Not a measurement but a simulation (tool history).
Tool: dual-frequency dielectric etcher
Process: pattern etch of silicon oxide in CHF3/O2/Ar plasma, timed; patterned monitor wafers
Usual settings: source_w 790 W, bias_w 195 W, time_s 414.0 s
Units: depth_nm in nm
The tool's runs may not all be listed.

run	hour	source_w	bias_w	time_s	wafers since the last listed run	hours since the last wet clean	hours since the last source power generator calibration	hours since the last bias power generator calibration	hours since the last upper electrode change	hours since the gauge calibration	read-back reference wafer on the same gauge, depth_nm	depth_nm
1	0.0	790	195	414.0	0	83.8	1280.9	1202.0	4508.2	88.0	999.7	948.1
2	107.2	790	195	414.0	512	191.0	1388.1	1309.2	4615.4	195.2	998.3	947.5
3	186.1	790	195	414.0	376	269.9	1467.0	1388.1	4694.3	274.1	997.9	946.9
4	331.4	790	195	414.0	694	415.2	1612.3	1533.4	4839.6	419.4	996.8	945.7
# hour 392.4: wet clean of the chamber
5	425.0	790	195	414.0	332	32.6	1705.9	1627.0	4933.2	513.0	991.8	941.9
6	461.9	790	195	414.0	176	69.5	1742.8	1663.9	4970.1	549.9	993.0	937.0
7	503.4	790	195	414.0	198	111.0	1784.3	1705.4	5011.6	591.4	991.7	943.3
8	547.2	790	195	414.0	209	154.8	1828.1	1749.2	5055.4	635.2	988.7	938.0
# hour 610.9: upper electrode replaced
9	620.1	790	178	451.0	233	227.7	1901.0	1822.1	9.2	708.1	986.8	991.7
10	705.0	790	178	451.0	405	312.6	1985.9	1907.0	94.1	793.0	983.6	988.9
11	782.5	790	178	451.0	370	390.1	2063.4	1984.5	171.6	870.5	981.6	985.6
12	882.5	790	195	414.0	477	490.1	2163.4	2084.5	271.6	970.5	975.9	930.0
# hour 924.7: wet clean of the chamber
13	945.0	790	212	414.0	183	20.3	2225.9	2147.0	334.1	1033.0	973.1	947.3
14	1002.9	660	161	414.0	276	78.2	2283.8	2204.9	392.0	1090.9	969.4	807.7
# hour 1017.8: source power generator calibrated
15	1079.9	600	195	362.0	348	155.2	62.1	2281.9	469.0	1167.9	965.3	710.5
# hour 1176.0: gauge calibrated
16	1182.1	630	195	504.5	488	257.4	164.3	2384.1	571.2	6.1	1003.1	1051.7
# hour 1248.0: bias power generator calibrated
17	1276.4	790	195	316.5	431	351.7	258.6	28.4	665.5	100.4	1003.6	730.8
18	1328.0	740	170	509.5	246	403.3	310.2	80.0	717.1	152.0	1003.1	1086.3
19	1367.9	790	195	500.0	190	443.2	350.1	119.9	757.0	191.9	1002.1	1147.7
20	1433.7	890	168	515.5	314	509.0	415.9	185.7	822.8	257.7	1001.7	1192.6
# hour 1474.2: wet clean of the chamber
21	1517.9	790	195	414.0	287	43.7	500.1	269.9	907.0	341.9	1000.1	946.4
22	1594.8	790	225	298.5	367	120.6	577.0	346.8	983.9	418.8	999.5	713.0
23	1650.7	790	195	414.0	267	176.5	632.9	402.7	1039.8	474.7	999.7	950.5
24	1698.3	730	195	463.5	227	224.1	680.5	450.3	1087.4	522.3	996.0	1023.0
25	1734.4	790	195	414.0	172	260.2	716.6	486.4	1123.5	558.4	994.0	946.2
26	1830.2	840	241	414.0	457	356.0	812.4	582.2	1219.3	654.2	992.6	1042.0
27	1886.7	680	195	454.0	269	412.5	868.9	638.7	1275.8	710.7	989.6	966.7
# hour 1919.2: wet clean of the chamber
28	1936.8	790	195	414.0	124	17.6	919.0	688.8	1325.9	760.8	988.1	937.7

Forecast each of these 5 alternatives for the next run:
A	1937.3	790	195	414.0	2	18.1	919.5	689.3	1326.4	761.3	?	?
B	1937.3	790	208	414.0	2	18.1	919.5	689.3	1326.4	761.3	?	?
C	1937.3	630	179	414.0	2	18.1	919.5	689.3	1326.4	761.3	?	?
D	1937.3	790	238	414.0	2	18.1	919.5	689.3	1326.4	761.3	?	?
E	1937.3	980	226	414.0	2	18.1	919.5	689.3	1326.4	761.3	?	?

run	read-back reference wafer on the same gauge, depth_nm	depth_nm
A	988.2	936.9
B	988.2	955.7
C	988.2	827.4
D	988.2	997.2
E	988.2	1073.9
Without the tool's hidden state the same runs would have given:
run	depth_nm
A	952.1
B	971.2
C	840.9
D	1013.4
E	1091.3
